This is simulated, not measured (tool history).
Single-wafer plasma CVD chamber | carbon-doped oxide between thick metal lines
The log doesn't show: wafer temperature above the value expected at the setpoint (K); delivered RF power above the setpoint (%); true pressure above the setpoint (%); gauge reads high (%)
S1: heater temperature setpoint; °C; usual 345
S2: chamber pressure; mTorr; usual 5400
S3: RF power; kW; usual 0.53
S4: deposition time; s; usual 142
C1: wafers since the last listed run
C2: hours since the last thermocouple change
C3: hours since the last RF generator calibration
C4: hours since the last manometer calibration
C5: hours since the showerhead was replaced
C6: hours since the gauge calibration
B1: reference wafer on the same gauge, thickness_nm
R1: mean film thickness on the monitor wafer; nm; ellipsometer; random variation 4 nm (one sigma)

run 1 hour=0 | S1=345 S2=5400 S3=0.53 S4=142 | C1=0 C2=1849.7 C3=1656.5 C4=1878.7 C5=35.3 C6=1841.4 | B1=715.861 | R1=673.957
run 2 hour=50.5 | S1=345 S2=5400 S3=0.53 S4=142 | C1=492 C2=1900.2 C3=1707 C4=1929.2 C5=85.8 C6=1891.9 | B1=716.909 | R1=673.194
-- hour=72.2 RF generator calibrated
-- hour=79.5 gauge calibrated
run 3 hour=108.9 | S1=345 S2=5400 S3=0.53 S4=142 | C1=491 C2=1958.6 C3=36.7 C4=1987.6 C5=144.2 C6=29.4 | B1=715.696 | R1=697.968
run 4 hour=159.3 | S1=345 S2=5400 S3=0.575 S4=142 | C1=491 C2=2009 C3=87.1 C4=2038 C5=194.6 C6=79.8 | B1=717.63 | R1=732.132
run 5 hour=225.5 | S1=345 S2=5400 S3=0.53 S4=131 | C1=645 C2=2075.2 C3=153.3 C4=2104.2 C5=260.8 C6=146 | B1=717.898 | R1=638.86
run 6 hour=258.7 | S1=358 S2=4770 S3=0.53 S4=133 | C1=323 C2=2108.4 C3=186.5 C4=2137.4 C5=294 C6=179.2 | B1=716.882 | R1=620.644
run 7 hour=284.8 | S1=345 S2=5400 S3=0.53 S4=142 | C1=254 C2=2134.5 C3=212.6 C4=2163.5 C5=320.1 C6=205.3 | B1=718.301 | R1=694.15
run 8 hour=347 | S1=345 S2=5400 S3=0.53 S4=142 | C1=606 C2=2196.7 C3=274.8 C4=2225.7 C5=382.3 C6=267.5 | B1=717.28 | R1=691.465
-- hour=363.1 thermocouple changed; heater temperature recalibrated
run 9 hour=408.2 | S1=338 S2=5400 S3=0.615 S4=142 | C1=518 C2=45.1 C3=336 C4=2286.9 C5=443.5 C6=328.7 | B1=718.057 | R1=765.187
run 10 hour=433.1 | S1=355 S2=4670 S3=0.53 S4=142 | C1=242 C2=70 C3=360.9 C4=2311.8 C5=468.4 C6=353.6 | B1=716.703 | R1=667.397
run 11 hour=462.4 | S1=345 S2=5400 S3=0.53 S4=142 | C1=285 C2=99.3 C3=390.2 C4=2341.1 C5=497.7 C6=382.9 | B1=717.446 | R1=688.653
-- hour=491.2 capacitance manometer re-zeroed and calibrated
run 12 hour=516.4 | S1=358 S2=4780 S3=0.63 S4=142 | C1=448 C2=153.3 C3=444.2 C4=25.2 C5=551.7 C6=436.9 | B1=717.947 | R1=713.667
run 13 hour=552 | S1=345 S2=5010 S3=0.615 S4=142 | C1=346 C2=188.9 C3=479.8 C4=60.8 C5=587.3 C6=472.5 | B1=716.461 | R1=731.014
run 14 hour=620.8 | S1=337 S2=4060 S3=0.58 S4=162 | C1=670 C2=257.7 C3=548.6 C4=129.6 C5=656.1 C6=541.3 | B1=717.44 | R1=806.177
run 15 hour=667.5 | S1=345 S2=5400 S3=0.53 S4=114 | C1=455 C2=304.4 C3=595.3 C4=176.3 C5=702.8 C6=588 | B1=717.767 | R1=544.322
run 16 hour=713.5 | S1=345 S2=4860 S3=0.53 S4=142 | C1=448 C2=350.4 C3=641.3 C4=222.3 C5=748.8 C6=634 | B1=716.47 | R1=679.29
run 17 hour=775.7 | S1=345 S2=5400 S3=0.53 S4=126 | C1=606 C2=412.6 C3=703.5 C4=284.5 C5=811 C6=696.2 | B1=718.314 | R1=613.23
run 18 hour=813.5 | S1=345 S2=5400 S3=0.53 S4=126 | C1=368 C2=450.4 C3=741.3 C4=322.3 C5=848.8 C6=734 | B1=716.798 | R1=604.22
run 19 hour=843.8 | S1=345 S2=6470 S3=0.53 S4=119 | C1=295 C2=480.7 C3=771.6 C4=352.6 C5=879.1 C6=764.3 | B1=717.302 | R1=579.988
run 20 hour=892.8 | S1=345 S2=4260 S3=0.53 S4=168 | C1=477 C2=529.7 C3=820.6 C4=401.6 C5=928.1 C6=813.3 | B1=718.038 | R1=792.259
run 21 hour=936 | S1=345 S2=5800 S3=0.53 S4=142 | C1=420 C2=572.9 C3=863.8 C4=444.8 C5=971.3 C6=856.5 | B1=715.89 | R1=685.191
run 22 hour=966.4 | S1=345 S2=6480 S3=0.53 S4=142 | C1=296 C2=603.3 C3=894.2 C4=475.2 C5=1001.7 C6=886.9 | B1=715.753 | R1=693.252
run 23 hour=990.9 | S1=335 S2=6560 S3=0.46 S4=142 | C1=238 C2=627.8 C3=918.7 C4=499.7 C5=1026.2 C6=911.4 | B1=716.866 | R1=661.588
run 24 hour=1059.2 | S1=345 S2=5400 S3=0.53 S4=142 | C1=665 C2=696.1 C3=987 C4=568 C5=1094.5 C6=979.7 | B1=715.651 | R1=678.815
run 25 hour=1101.7 | S1=351 S2=6590 S3=0.53 S4=154 | C1=414 C2=738.6 C3=1029.5 C4=610.5 C5=1137 C6=1022.2 | B1=717.902 | R1=739.049
run 26 hour=1136.1 | S1=331 S2=5400 S3=0.53 S4=151 | C1=335 C2=773 C3=1063.9 C4=644.9 C5=1171.4 C6=1056.6 | B1=717.854 | R1=754.174
run 27 hour=1164.8 | S1=359 S2=6730 S3=0.565 S4=163 | C1=279 C2=801.7 C3=1092.6 C4=673.6 C5=1200.1 C6=1085.3 | B1=717.339 | R1=789.168

Forecast each of these 5 alternatives for the next run:
run A hour=1165.2 | S1=345 S2=5400 S3=0.53 S4=142 | C1=3 C2=802.1 C3=1093 C4=674 C5=1200.5 C6=1085.7 | B1=? | R1=?
run B hour=1165.2 | S1=345 S2=5400 S3=0.635 S4=142 | C1=3 C2=802.1 C3=1093 C4=674 C5=1200.5 C6=1085.7 | B1=? | R1=?
run C hour=1165.2 | S1=345 S2=5400 S3=0.465 S4=142 | C1=3 C2=802.1 C3=1093 C4=674 C5=1200.5 C6=1085.7 | B1=? | R1=?
run D hour=1165.2 | S1=338 S2=5050 S3=0.53 S4=135 | C1=3 C2=802.1 C3=1093 C4=674 C5=1200.5 C6=1085.7 | B1=? | R1=?
run E hour=1165.2 | S1=350 S2=5400 S3=0.53 S4=142 | C1=3 C2=802.1 C3=1093 C4=674 C5=1200.5 C6=1085.7 | B1=? | R1=?

run=A B1=714.96 R1=676.768
run=B B1=714.96 R1=744.324
run=C B1=714.96 R1=630.119
run=D B1=714.96 R1=651.568
run=E B1=714.96 R1=667.454
Without the tool's hidden state the same runs would have given:
run=A R1=702.906
run=B R1=772.13
run=C R1=656.182
run=D R1=676.732
run=E R1=693.232
